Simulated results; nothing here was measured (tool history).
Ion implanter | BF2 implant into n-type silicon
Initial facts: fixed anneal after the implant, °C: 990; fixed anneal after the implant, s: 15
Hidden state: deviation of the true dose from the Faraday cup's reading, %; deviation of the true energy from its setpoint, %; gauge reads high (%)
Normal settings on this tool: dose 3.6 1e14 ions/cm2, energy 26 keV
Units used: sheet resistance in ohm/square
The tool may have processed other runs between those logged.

run   hour  dose  energy  wafers since the last listed run  hours since the last dose calibration  hours since the extraction supply was calibrated  hours since the gauge calibration  read-back reference wafer on the same gauge, sheet resistance  sheet resistance
  1      0  3.86      23                                 0                                 1573.5                                            4749.6                              341.2                                                         322.09            314.65
       8.2  -- gauge calibrated
  2   11.3   3.6      26                               201                                 1584.8                                            4760.9                                3.1                                                         321.82            328.37
  3   22.4  3.96      31                               197                                 1595.9                                              4772                               14.2                                                         321.97            297.28
  4   34.7  3.96      31                               218                                 1608.2                                            4784.3                               26.5                                                         321.97            298.13
  5   52.3  3.96      26                               313                                 1625.8                                            4801.9                               44.1                                                         322.21            304.58
  6   59.8  3.96      26                               133                                 1633.3                                            4809.4                               51.6                                                         322.03            304.43
  7   77.8   3.6      21                               320                                 1651.3                                            4827.4                               69.6                                                         321.95            337.03
  8   95.6   3.6      21                               316                                 1669.1                                            4845.2                               87.4                                                         321.95            337.63
  9  111.8   3.6      26                               288                                 1685.3                                            4861.4                              103.6                                                         322.05             329.7
 10  118.8  2.95      26                               124                                 1692.3                                            4868.4                              110.6                                                          322.1            389.03
 11  128.4  2.95      26                               170                                 1701.9                                              4878                              120.2                                                         321.99            387.64
 12  136.3   3.6      26                               140                                 1709.8                                            4885.9                              128.1                                                         321.99            329.19
 13  152.8   3.6      26                               293                                 1726.3                                            4902.4                              144.6                                                         322.09            331.25
 14  159.9   3.6      26                               126                                 1733.4                                            4909.5                              151.7                                                         322.02            330.63
 15  177.8   3.6      26                               318                                 1751.3                                            4927.4                              169.6                                                         321.89             330.3
 16  194.7     4      26                               300                                 1768.2                                            4944.3                              186.5                                                         321.88            304.61
 17  238.4     4      26                               777                                 1811.9                                              4988                              230.2                                                         321.91            305.29
     251.4  -- Faraday cup replaced and dose calibrated
 18  251.9   3.6    28.5                                97                                    0.5                                            5001.5                              243.7                                                         322.04            311.04
 19  260.9   3.6      26                               160                                    9.5                                            5010.5                              252.7                                                         321.96            315.55
 20  267.1   3.6    20.5                               110                                   15.7                                            5016.7                              258.9                                                         321.95            323.61
 21  277.1  2.95    28.5                               178                                   25.7                                            5026.7                              268.9                                                         322.12            370.55
     286.6  -- extraction supply calibrated
 22  287.1  2.96      26                                35                                   35.7                                               0.5                              278.9                                                         322.08            370.36
 23  292.4   3.6      26                                94                                     41                                               5.8                              284.2                                                         321.96            315.14
     306.6  -- gauge calibrated
 24  308.5   3.6    21.5                               286                                   57.1                                              21.9                                1.9                                                         321.99            324.01
 25  325.5  4.41    29.5                               302                                   74.1                                              38.9                               18.9                                                          322.1            263.13
 26  373.3  2.54      23                               850                                  121.9                                              86.7                               66.7                                                         321.94            425.38
 27  390.7  2.67    21.5                               309                                  139.3                                             104.1                               84.1                                                         321.94            408.44
 28    404  3.08      18                               236                                  152.6                                             117.4                               97.4                                                         321.87            373.23
 29  416.8   3.6      26                               227                                  165.4                                             130.2                              110.2                                                         322.04            316.88
 30  427.3  3.06      17                               186                                  175.9                                             140.7                              120.7                                                         321.98            378.51
 31  443.8  3.96    30.5                               293                                  192.4                                             157.2                              137.2                                                         321.89            286.49
 32  451.2  2.62    31.5                               131                                  199.8                                             164.6                              144.6                                                         322.02            408.32
 33  460.5  2.57      21                               165                                  209.1                                             173.9                              153.9                                                         321.92            426.64
 34  474.3  2.96    22.5                               245                                  222.9                                             187.7                              167.7                                                         322.06             374.2
 35  481.6   3.6      26                               129                                  230.2                                               195                                175                                                         322.21            316.83
 36  491.2  2.57      21                               170                                  239.8                                             204.6                              184.6                                                         322.21            424.27

Branching from run 36: 4 alternative next runs. What would each branch give?
  A  491.6   3.6      26                                 7                                  240.2                                               205                                185                                                              ?                 ?
  B  491.6  2.75    22.5                                 7                                  240.2                                               205                                185                                                              ?                 ?
  C  491.6   3.6    29.5                                 7                                  240.2                                               205                                185                                                              ?                 ?
  D  491.6  2.75    28.5                                 7                                  240.2                                               205                                185                                                              ?                 ?

run  read-back reference wafer on the same gauge, sheet resistance  sheet resistance
  A                                                          321.8            317.17
  B                                                          321.8            400.12
  C                                                          321.8            313.12
  D                                                          321.8             394.4
Without the tool's hidden state the same runs would have given:
run  sheet resistance
  A            316.81
  B            399.67
  C            312.75
  D            393.94
